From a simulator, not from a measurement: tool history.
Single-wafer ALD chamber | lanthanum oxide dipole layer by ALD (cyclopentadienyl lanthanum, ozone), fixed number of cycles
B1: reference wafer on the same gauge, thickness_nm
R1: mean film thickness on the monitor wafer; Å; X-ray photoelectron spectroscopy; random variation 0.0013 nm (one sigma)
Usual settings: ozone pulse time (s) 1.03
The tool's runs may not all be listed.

{"run": 1, "hour": 0.0, "ozone pulse time (s)": 1.03, "B1": 0.479, "R1": 5.3}
{"run": 2, "hour": 107.5, "ozone pulse time (s)": 1.03, "B1": 0.479, "R1": 5.3}
{"run": 3, "hour": 172.1, "ozone pulse time (s)": 1.03, "B1": 0.479, "R1": 5.31}
{"run": 4, "hour": 230.9, "ozone pulse time (s)": 1.03, "B1": 0.479, "R1": 5.31}
{"run": 5, "hour": 296.8, "ozone pulse time (s)": 1.03, "B1": 0.479, "R1": 5.27}
{"run": 6, "hour": 377.3, "ozone pulse time (s)": 0.71, "B1": 0.479, "R1": 4.6}
{"hour": 439.3, "done": "showerhead replaced"}
{"run": 7, "hour": 463.2, "ozone pulse time (s)": 0.71, "B1": 0.479, "R1": 4.58}
{"run": 8, "hour": 536.9, "ozone pulse time (s)": 0.71, "B1": 0.479, "R1": 4.56}
{"run": 9, "hour": 642.8, "ozone pulse time (s)": 1.03, "B1": 0.479, "R1": 5.24}
{"hour": 677.5, "done": "ozone generator serviced"}
{"run": 10, "hour": 694.8, "ozone pulse time (s)": 1.03, "B1": 0.479, "R1": 5.37}
{"run": 11, "hour": 746.7, "ozone pulse time (s)": 0.87, "B1": 0.479, "R1": 5.07}
{"hour": 759.2, "done": "gauge calibrated"}
{"run": 12, "hour": 842.0, "ozone pulse time (s)": 1.03, "B1": 0.479, "R1": 5.33}
{"run": 13, "hour": 906.8, "ozone pulse time (s)": 1.44, "B1": 0.48, "R1": 5.78}
{"run": 14, "hour": 957.7, "ozone pulse time (s)": 1.03, "B1": 0.479, "R1": 5.34}
{"hour": 979.6, "done": "thermocouple changed; heater temperature recalibrated"}
{"run": 15, "hour": 1040.9, "ozone pulse time (s)": 1.03, "B1": 0.479, "R1": 5.36}
{"run": 16, "hour": 1132.1, "ozone pulse time (s)": 0.88, "B1": 0.479, "R1": 5.08}
{"run": 17, "hour": 1179.9, "ozone pulse time (s)": 0.75, "B1": 0.479, "R1": 4.77}
{"run": 18, "hour": 1228.4, "ozone pulse time (s)": 0.66, "B1": 0.479, "R1": 4.5}
{"run": 19, "hour": 1308.0, "ozone pulse time (s)": 1.31, "B1": 0.479, "R1": 5.65}
{"run": 20, "hour": 1358.9, "ozone pulse time (s)": 0.78, "B1": 0.479, "R1": 4.83}
{"run": 21, "hour": 1447.5, "ozone pulse time (s)": 0.67, "B1": 0.479, "R1": 4.51}

Forecast each of these 5 alternatives for the next run:
{"run": "A", "hour": 1447.9, "ozone pulse time (s)": 0.74, "B1": "?", "R1": "?"}
{"run": "B", "hour": 1447.9, "ozone pulse time (s)": 1.27, "B1": "?", "R1": "?"}
{"run": "C", "hour": 1447.9, "ozone pulse time (s)": 0.69, "B1": "?", "R1": "?"}
{"run": "D", "hour": 1447.9, "ozone pulse time (s)": 0.8, "B1": "?", "R1": "?"}
{"run": "E", "hour": 1447.9, "ozone pulse time (s)": 0.91, "B1": "?", "R1": "?"}

run=A B1=0.479 R1=4.71
run=B B1=0.479 R1=5.63
run=C B1=0.479 R1=4.57
run=D B1=0.479 R1=4.87
run=E B1=0.479 R1=5.11
Without the tool's hidden state the same runs would have given:
run=A R1=4.78
run=B R1=5.67
run=C R1=4.64
run=D R1=4.94
run=E R1=5.17

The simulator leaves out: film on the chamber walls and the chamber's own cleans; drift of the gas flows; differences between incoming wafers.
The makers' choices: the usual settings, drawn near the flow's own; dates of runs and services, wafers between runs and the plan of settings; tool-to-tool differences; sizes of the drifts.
